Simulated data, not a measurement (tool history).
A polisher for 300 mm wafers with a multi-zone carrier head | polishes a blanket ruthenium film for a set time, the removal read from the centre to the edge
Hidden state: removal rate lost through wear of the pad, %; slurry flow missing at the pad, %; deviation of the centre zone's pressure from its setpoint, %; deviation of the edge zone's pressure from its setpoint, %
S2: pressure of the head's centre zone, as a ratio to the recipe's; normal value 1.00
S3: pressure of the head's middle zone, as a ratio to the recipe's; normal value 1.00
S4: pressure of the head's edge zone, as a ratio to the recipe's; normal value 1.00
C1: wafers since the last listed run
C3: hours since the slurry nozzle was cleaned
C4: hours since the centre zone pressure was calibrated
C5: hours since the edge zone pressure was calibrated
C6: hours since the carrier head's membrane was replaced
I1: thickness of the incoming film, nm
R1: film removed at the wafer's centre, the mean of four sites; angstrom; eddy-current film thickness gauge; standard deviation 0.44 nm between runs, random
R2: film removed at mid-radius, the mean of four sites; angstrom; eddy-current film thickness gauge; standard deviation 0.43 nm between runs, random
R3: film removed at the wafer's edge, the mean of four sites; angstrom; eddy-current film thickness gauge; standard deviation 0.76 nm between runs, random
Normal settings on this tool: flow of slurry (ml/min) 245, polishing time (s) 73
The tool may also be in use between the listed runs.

run 1 hour=0.0 | flow_of_slurry_(ml/min)=245 S2=1.00 S3=0.92 S4=1.06 polishing_time_(s)=73 | C1=0 wafers_polished_on_this_pad=539 C3=325.6 C4=901.2 C5=301.9 C6=1591.1 | I1=296.0 | R1=595 R2=566 R3=618
run 2 hour=8.4 | flow_of_slurry_(ml/min)=245 S2=1.00 S3=0.92 S4=1.06 polishing_time_(s)=73 | C1=54 wafers_polished_on_this_pad=593 C3=334.0 C4=909.6 C5=310.3 C6=1599.5 | I1=295.7 | R1=589 R2=563 R3=624
run 3 hour=20.6 | flow_of_slurry_(ml/min)=290 S2=1.00 S3=1.00 S4=1.00 polishing_time_(s)=73 | C1=79 wafers_polished_on_this_pad=673 C3=346.2 C4=921.8 C5=322.5 C6=1611.7 | I1=302.7 | R1=613 R2=612 R3=612
run 4 hour=33.6 | flow_of_slurry_(ml/min)=290 S2=1.00 S3=1.00 S4=1.00 polishing_time_(s)=73 | C1=84 wafers_polished_on_this_pad=757 C3=359.2 C4=934.8 C5=335.5 C6=1624.7 | I1=295.1 | R1=604 R2=610 R3=607
run 5 hour=46.6 | flow_of_slurry_(ml/min)=245 S2=1.00 S3=1.00 S4=1.00 polishing_time_(s)=73 | C1=84 wafers_polished_on_this_pad=842 C3=372.2 C4=947.8 C5=348.5 C6=1637.7 | I1=298.3 | R1=593 R2=603 R3=607
run 6 hour=53.9 | flow_of_slurry_(ml/min)=245 S2=1.00 S3=1.00 S4=1.00 polishing_time_(s)=73 | C1=47 wafers_polished_on_this_pad=889 C3=379.5 C4=955.1 C5=355.8 C6=1645.0 | I1=296.0 | R1=588 R2=599 R3=610
run 7 hour=70.4 | flow_of_slurry_(ml/min)=245 S2=1.00 S3=1.00 S4=1.00 polishing_time_(s)=73 | C1=107 wafers_polished_on_this_pad=997 C3=396.0 C4=971.6 C5=372.3 C6=1661.5 | I1=301.5 | R1=591 R2=604 R3=606
run 8 hour=84.8 | flow_of_slurry_(ml/min)=245 S2=1.00 S3=1.00 S4=1.00 polishing_time_(s)=73 | C1=93 wafers_polished_on_this_pad=1091 C3=410.4 C4=986.0 C5=386.7 C6=1675.9 | I1=295.3 | R1=597 R2=601 R3=612
-- hour=90.2 slurry nozzle cleaned
-- hour=92.2 worn pad replaced by a new one
run 9 hour=92.7 | flow_of_slurry_(ml/min)=245 S2=1.00 S3=1.00 S4=1.00 polishing_time_(s)=73 | C1=31 wafers_polished_on_this_pad=3 C3=2.5 C4=993.9 C5=394.6 C6=1683.8 | I1=302.1 | R1=593 R2=602 R3=606
run 10 hour=101.2 | flow_of_slurry_(ml/min)=215 S2=0.94 S3=1.00 S4=1.09 polishing_time_(s)=73 | C1=55 wafers_polished_on_this_pad=58 C3=11.0 C4=1002.4 C5=403.1 C6=1692.3 | I1=296.6 | R1=543 R2=596 R3=625
run 11 hour=118.3 | flow_of_slurry_(ml/min)=170 S2=1.00 S3=0.90 S4=1.00 polishing_time_(s)=73 | C1=111 wafers_polished_on_this_pad=169 C3=28.1 C4=1019.5 C5=420.2 C6=1709.4 | I1=302.4 | R1=569 R2=528 R3=583
-- hour=124.2 centre zone pressure recalibrated
-- hour=152.2 edge zone pressure recalibrated
run 12 hour=156.1 | flow_of_slurry_(ml/min)=245 S2=1.00 S3=1.00 S4=1.00 polishing_time_(s)=73 | C1=219 wafers_polished_on_this_pad=389 C3=65.9 C4=31.9 C5=3.9 C6=1747.2 | I1=302.4 | R1=597 R2=600 R3=592
run 13 hour=168.2 | flow_of_slurry_(ml/min)=245 S2=1.09 S3=1.11 S4=1.00 polishing_time_(s)=63 | C1=78 wafers_polished_on_this_pad=468 C3=78.0 C4=44.0 C5=16.0 C6=1759.3 | I1=303.4 | R1=551 R2=567 R3=522
-- hour=173.8 carrier head's membrane replaced by a new one
run 14 hour=209.4 | flow_of_slurry_(ml/min)=245 S2=1.00 S3=1.00 S4=1.00 polishing_time_(s)=73 | C1=235 wafers_polished_on_this_pad=703 C3=119.2 C4=85.2 C5=57.2 C6=35.6 | I1=298.5 | R1=595 R2=594 R3=593
run 15 hour=219.0 | flow_of_slurry_(ml/min)=245 S2=1.00 S3=1.00 S4=0.96 polishing_time_(s)=73 | C1=62 wafers_polished_on_this_pad=766 C3=128.8 C4=94.8 C5=66.8 C6=45.2 | I1=301.4 | R1=593 R2=600 R3=597
-- hour=249.6 worn pad replaced by a new one
run 16 hour=251.0 | flow_of_slurry_(ml/min)=310 S2=1.00 S3=0.94 S4=1.06 polishing_time_(s)=73 | C1=182 wafers_polished_on_this_pad=9 C3=160.8 C4=126.8 C5=98.8 C6=77.2 | I1=296.1 | R1=605 R2=588 R3=610

What does the tool deliver on the next run?
run 17 hour=267.9 | flow_of_slurry_(ml/min)=305 S2=1.11 S3=1.00 S4=0.96 polishing_time_(s)=97 | C1=109 wafers_polished_on_this_pad=119 C3=177.7 C4=143.7 C5=115.7 C6=94.1 | I1=300.3 | R1=? R2=? R3=?

{"run 17": {"R1": 900, "R2": 816, "R3": 799}}
With no hidden state in the tool, this same run would have given R1 900 angstrom, R2 816 angstrom, R3 799 angstrom.

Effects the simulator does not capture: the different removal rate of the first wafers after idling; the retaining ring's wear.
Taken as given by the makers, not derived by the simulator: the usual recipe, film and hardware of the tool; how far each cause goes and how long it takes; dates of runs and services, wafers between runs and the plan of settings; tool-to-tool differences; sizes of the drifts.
